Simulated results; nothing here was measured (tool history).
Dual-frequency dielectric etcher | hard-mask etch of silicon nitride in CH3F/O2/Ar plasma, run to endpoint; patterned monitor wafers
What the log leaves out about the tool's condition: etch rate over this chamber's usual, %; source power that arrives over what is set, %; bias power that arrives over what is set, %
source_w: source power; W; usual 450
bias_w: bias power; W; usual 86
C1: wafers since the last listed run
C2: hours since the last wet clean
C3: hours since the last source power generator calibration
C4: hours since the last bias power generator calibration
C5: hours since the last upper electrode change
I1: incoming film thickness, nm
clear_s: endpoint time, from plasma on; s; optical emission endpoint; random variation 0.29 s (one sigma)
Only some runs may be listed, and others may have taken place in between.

{"run": 1, "day": 0.0, "source_w": 450, "bias_w": 86, "C1": 0, "C2": 98.7, "C3": 1320.5, "C4": 2786.8, "C5": 2944.7, "I1": 35.89, "clear_s": 50.2}
{"run": 2, "day": 3.346, "source_w": 450, "bias_w": 96, "C1": 1005, "C2": 179, "C3": 1400.8, "C4": 2867.1, "C5": 3025, "I1": 35.81, "clear_s": 48.5}
{"run": 3, "day": 7.075, "source_w": 450, "bias_w": 96, "C1": 1120, "C2": 268.5, "C3": 1490.3, "C4": 2956.6, "C5": 3114.5, "I1": 36.59, "clear_s": 49.6}
{"run": 4, "day": 8.896, "source_w": 450, "bias_w": 86, "C1": 547, "C2": 312.2, "C3": 1534, "C4": 3000.3, "C5": 3158.2, "I1": 36.65, "clear_s": 52.6}
{"run": 5, "day": 10.879, "source_w": 450, "bias_w": 86, "C1": 596, "C2": 359.8, "C3": 1581.6, "C4": 3047.9, "C5": 3205.8, "I1": 36.38, "clear_s": 52.5}
{"day": 13.075, "done": "wet clean of the chamber"}
{"run": 6, "day": 13.096, "source_w": 450, "bias_w": 86, "C1": 365, "C2": 0.5, "C3": 1634.8, "C4": 3101.1, "C5": 3259, "I1": 35.76, "clear_s": 50}
{"run": 7, "day": 15.158, "source_w": 450, "bias_w": 86, "C1": 619, "C2": 50, "C3": 1684.3, "C4": 3150.6, "C5": 3308.5, "I1": 36.43, "clear_s": 51.1}
{"run": 8, "day": 18.192, "source_w": 450, "bias_w": 86, "C1": 911, "C2": 122.8, "C3": 1757.1, "C4": 3223.4, "C5": 3381.3, "I1": 36.3, "clear_s": 51.4}
{"run": 9, "day": 21.375, "source_w": 450, "bias_w": 86, "C1": 956, "C2": 199.2, "C3": 1833.5, "C4": 3299.8, "C5": 3457.7, "I1": 36.17, "clear_s": 51.3}
{"run": 10, "day": 23.821, "source_w": 450, "bias_w": 86, "C1": 734, "C2": 257.9, "C3": 1892.2, "C4": 3358.5, "C5": 3516.4, "I1": 36.2, "clear_s": 52}
{"run": 11, "day": 26.529, "source_w": 490, "bias_w": 98, "C1": 813, "C2": 322.9, "C3": 1957.2, "C4": 3423.5, "C5": 3581.4, "I1": 36.25, "clear_s": 47.8}
{"run": 12, "day": 31.008, "source_w": 490, "bias_w": 98, "C1": 1346, "C2": 430.4, "C3": 2064.7, "C4": 3531, "C5": 3688.9, "I1": 36.42, "clear_s": 49}
{"day": 33.162, "done": "wet clean of the chamber"}
{"run": 13, "day": 34.308, "source_w": 490, "bias_w": 98, "C1": 691, "C2": 27.5, "C3": 2143.9, "C4": 3610.2, "C5": 3768.1, "I1": 36.3, "clear_s": 47}
{"run": 14, "day": 35.971, "source_w": 490, "bias_w": 86, "C1": 499, "C2": 67.4, "C3": 2183.8, "C4": 3650.1, "C5": 3808, "I1": 36.27, "clear_s": 49}
{"run": 15, "day": 39.5, "source_w": 490, "bias_w": 86, "C1": 1060, "C2": 152.1, "C3": 2268.5, "C4": 3734.8, "C5": 3892.7, "I1": 35.83, "clear_s": 49}
{"run": 16, "day": 41.783, "source_w": 490, "bias_w": 86, "C1": 686, "C2": 206.9, "C3": 2323.3, "C4": 3789.6, "C5": 3947.5, "I1": 36.33, "clear_s": 49.9}
{"day": 46.075, "done": "upper electrode replaced"}
{"run": 17, "day": 46.096, "source_w": 400, "bias_w": 86, "C1": 995, "C2": 310.4, "C3": 2426.8, "C4": 3893.1, "C5": 0.5, "I1": 36.38, "clear_s": 54.5}
{"run": 18, "day": 47.508, "source_w": 410, "bias_w": 106, "C1": 424, "C2": 344.3, "C3": 2460.7, "C4": 3927, "C5": 34.4, "I1": 36.4, "clear_s": 49.9}
{"day": 49.958, "done": "bias power generator calibrated"}
{"run": 19, "day": 51.225, "source_w": 560, "bias_w": 97, "C1": 1066, "C2": 433.5, "C3": 2549.9, "C4": 30.4, "C5": 123.6, "I1": 36.4, "clear_s": 47.2}
{"day": 53.662, "done": "wet clean of the chamber"}
{"run": 20, "day": 53.683, "source_w": 450, "bias_w": 86, "C1": 438, "C2": 0.5, "C3": 2608.9, "C4": 89.4, "C5": 182.6, "I1": 36.29, "clear_s": 50.2}
{"run": 21, "day": 56.658, "source_w": 480, "bias_w": 71, "C1": 894, "C2": 71.9, "C3": 2680.3, "C4": 160.8, "C5": 254, "I1": 35.98, "clear_s": 52.6}
{"run": 22, "day": 58.471, "source_w": 500, "bias_w": 92, "C1": 544, "C2": 115.4, "C3": 2723.8, "C4": 204.3, "C5": 297.5, "I1": 36.34, "clear_s": 47.7}
{"run": 23, "day": 61.725, "source_w": 450, "bias_w": 92, "C1": 977, "C2": 193.5, "C3": 2801.9, "C4": 282.4, "C5": 375.6, "I1": 36.09, "clear_s": 49.1}
{"run": 24, "day": 65.267, "source_w": 540, "bias_w": 86, "C1": 1064, "C2": 278.5, "C3": 2886.9, "C4": 367.4, "C5": 460.6, "I1": 35.87, "clear_s": 48.1}
{"run": 25, "day": 67.754, "source_w": 550, "bias_w": 73, "C1": 747, "C2": 338.2, "C3": 2946.6, "C4": 427.1, "C5": 520.3, "I1": 35.96, "clear_s": 51.1}
{"day": 70.925, "done": "wet clean of the chamber"}
{"run": 26, "day": 71.162, "source_w": 490, "bias_w": 98, "C1": 723, "C2": 5.7, "C3": 3028.4, "C4": 508.9, "C5": 602.1, "I1": 36.25, "clear_s": 46.5}

The next listed run, before its measurement:
{"day": 75.108, "done": "source power generator calibrated"}
{"run": 27, "day": 75.346, "source_w": 400, "bias_w": 69, "C1": 1207, "C2": 106.1, "C3": 5.7, "C4": 609.3, "C5": 702.5, "I1": 36.19, "clear_s": "?"}

{"run 27": {"clear_s": 57.3}}
Were there no unlogged condition in the tool, this run, its random variation unchanged, would have produced clear_s 56.6 s.

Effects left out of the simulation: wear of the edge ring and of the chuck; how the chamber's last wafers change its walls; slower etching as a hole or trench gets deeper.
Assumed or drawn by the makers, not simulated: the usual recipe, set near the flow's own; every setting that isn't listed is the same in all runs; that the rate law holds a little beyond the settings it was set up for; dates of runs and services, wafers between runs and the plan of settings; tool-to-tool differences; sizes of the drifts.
